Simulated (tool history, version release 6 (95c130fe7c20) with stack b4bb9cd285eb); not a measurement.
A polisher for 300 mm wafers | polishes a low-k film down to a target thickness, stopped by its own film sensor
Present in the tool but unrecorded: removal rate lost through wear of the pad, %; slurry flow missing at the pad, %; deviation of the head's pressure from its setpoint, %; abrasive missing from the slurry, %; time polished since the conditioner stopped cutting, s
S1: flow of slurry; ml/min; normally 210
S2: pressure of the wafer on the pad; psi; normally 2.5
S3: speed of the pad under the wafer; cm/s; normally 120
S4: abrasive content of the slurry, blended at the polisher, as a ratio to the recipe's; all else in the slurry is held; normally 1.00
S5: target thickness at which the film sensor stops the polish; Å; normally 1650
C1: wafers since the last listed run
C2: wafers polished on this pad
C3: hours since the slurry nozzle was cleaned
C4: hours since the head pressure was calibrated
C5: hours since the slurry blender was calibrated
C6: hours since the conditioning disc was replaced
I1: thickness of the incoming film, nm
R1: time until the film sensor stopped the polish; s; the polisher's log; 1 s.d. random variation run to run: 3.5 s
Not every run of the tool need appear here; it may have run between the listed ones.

run,hour,S1,S2,S3,S4,S5,C1,C2,C3,C4,C5,C6,I1,R1
1,0.0,210,2.5,120,1.00,1650,0,378,169.7,1074.6,102.2,206.1,260.6,175.8
# hour 34.3: head pressure recalibrated
2,35.4,210,2.5,120,1.00,1650,276,654,205.1,1.1,137.6,241.5,261.7,178.3
3,77.8,210,2.5,120,1.00,1650,350,1005,247.5,43.5,180.0,283.9,257.6,171.1
4,118.0,210,1.8,120,1.00,1650,332,1338,287.7,83.7,220.2,324.1,254.9,204.9
5,155.1,210,2.5,120,1.00,1910,306,1645,324.8,120.8,257.3,361.2,259.9,133.7
# hour 176.3: conditioning disc replaced and pad reconditioned
6,208.2,210,2.5,120,1.00,1650,422,2067,377.9,173.9,310.4,31.9,264.3,197.6
# hour 233.4: slurry nozzle cleaned
7,244.3,170,2.5,120,1.00,1650,290,2358,10.9,210.0,346.5,68.0,264.6,203.6
# hour 260.7: slurry blender recalibrated
8,301.3,210,2.5,120,1.00,1650,455,2813,67.9,267.0,40.6,125.0,261.7,201.9
# hour 311.1: worn pad replaced by a new one
9,334.9,185,2.5,106,1.00,1840,244,197,101.5,300.6,74.2,158.6,257.4,155.6
10,369.7,210,2.5,120,1.00,1530,287,485,136.3,335.4,109.0,193.4,259.1,203.8
11,402.2,230,1.9,120,1.00,1650,268,754,168.8,367.9,141.5,225.9,258.7,202.6
12,446.9,145,2.5,98,1.00,1650,369,1123,213.5,412.6,186.2,270.6,258.2,214.0
13,517.6,190,2.5,80,1.00,1650,584,1708,284.2,483.3,256.9,341.3,256.0,244.8
# hour 543.4: conditioning disc replaced and pad reconditioned
14,549.8,210,2.5,120,1.00,1650,249,1958,316.4,515.5,289.1,6.4,260.2,178.3
15,609.0,275,2.5,160,0.85,1520,489,2448,375.6,574.7,348.3,65.6,260.9,198.2
# hour 623.6: slurry blender recalibrated
# hour 637.4: slurry nozzle cleaned
16,666.5,165,3.2,120,1.00,1650,450,2899,29.1,632.2,42.9,123.1,260.5,181.3
17,693.7,180,3.1,120,1.20,1850,225,3124,56.3,659.4,70.1,150.3,260.7,127.4
# hour 714.4: worn pad replaced by a new one
18,746.9,210,2.5,120,1.00,1650,407,269,109.5,712.6,123.3,203.5,256.4,171.9
19,810.2,210,2.5,120,1.00,1650,523,792,172.8,775.9,186.6,266.8,260.0,182.3
20,841.3,210,3.3,120,1.00,1650,257,1050,203.9,807.0,217.7,297.9,257.8,151.1
21,898.8,235,2.5,142,1.15,1520,475,1525,261.4,864.5,275.2,355.4,265.9,175.6
# hour 906.9: conditioning disc replaced and pad reconditioned
# hour 928.1: head pressure recalibrated
22,939.2,280,2.5,120,1.25,1650,301,1826,301.8,11.1,315.6,32.3,261.9,161.6
23,972.4,250,1.7,120,0.85,1650,274,2101,335.0,44.3,348.8,65.5,259.9,271.4
# hour 984.7: slurry nozzle cleaned
24,1021.8,255,2.7,84,1.00,1960,400,2502,37.1,93.7,398.2,114.9,258.5,162.0
# hour 1034.7: slurry blender recalibrated
# hour 1053.6: worn pad replaced by a new one
25,1070.4,210,2.5,120,1.00,1650,352,138,85.7,142.3,35.7,163.5,264.7,181.8

Across each entry between runs, compare the hidden state at the last listed run before it with the hidden state at the first listed run after it:
Run 1 -> run 2: head pressure recalibrated (hour 34.3)
  removal rate lost through wear of the pad, %: 0.313 -> 0.777
  measured less the result without the state, R1: +0.6 -> +1.4 s
Run 5 -> run 6: conditioning disc replaced and pad reconditioned (hour 176.3)
  removal rate lost through wear of the pad, %: 4.26 -> 6.76
  measured less the result without the state, R1: +5.7 -> +13.3 s
Run 6 -> run 7: slurry nozzle cleaned (hour 233.4)
  removal rate lost through wear of the pad, %: 6.76 -> 8.79
  measured less the result without the state, R1: +13.3 -> +17.9 s
Run 7 -> run 8: slurry blender recalibrated (hour 260.7)
  removal rate lost through wear of the pad, %: 8.79 -> 12.5
  measured less the result without the state, R1: +17.9 -> +25.3 s
Run 8 -> run 9: worn pad replaced by a new one (hour 311.1)
  removal rate lost through wear of the pad, %: 12.5 -> 0.737
  measured less the result without the state, R1: +25.3 -> +1.2 s
Run 13 -> run 14: conditioning disc replaced and pad reconditioned (hour 543.4)
  removal rate lost through wear of the pad, %: 5.09 -> 6.57
  measured less the result without the state, R1: +12.4 -> +11.7 s
Run 15 -> run 16: slurry blender recalibrated (hour 623.6); slurry nozzle cleaned (hour 637.4)
  removal rate lost through wear of the pad, %: 9.85 -> 13.7
  measured less the result without the state, R1: +19.5 -> +24.9 s
Run 17 -> run 18: worn pad replaced by a new one (hour 714.4)
  removal rate lost through wear of the pad, %: 15.8 -> 1.16
  measured less the result without the state, R1: +20.1 -> +2.0 s
Run 21 -> run 22: conditioning disc replaced and pad reconditioned (hour 906.9); head pressure recalibrated (hour 928.1)
  removal rate lost through wear of the pad, %: 4.56 -> 6.27
  measured less the result without the state, R1: +8.1 -> +10.1 s
Run 23 -> run 24: slurry nozzle cleaned (hour 984.7)
  removal rate lost through wear of the pad, %: 7.93 -> 10.8
  measured less the result without the state, R1: +21.5 -> +17.5 s
Run 24 -> run 25: slurry blender recalibrated (hour 1034.7); worn pad replaced by a new one (hour 1053.6)
  removal rate lost through wear of the pad, %: 10.8 -> 0.956
  measured less the result without the state, R1: +17.5 -> +1.8 s

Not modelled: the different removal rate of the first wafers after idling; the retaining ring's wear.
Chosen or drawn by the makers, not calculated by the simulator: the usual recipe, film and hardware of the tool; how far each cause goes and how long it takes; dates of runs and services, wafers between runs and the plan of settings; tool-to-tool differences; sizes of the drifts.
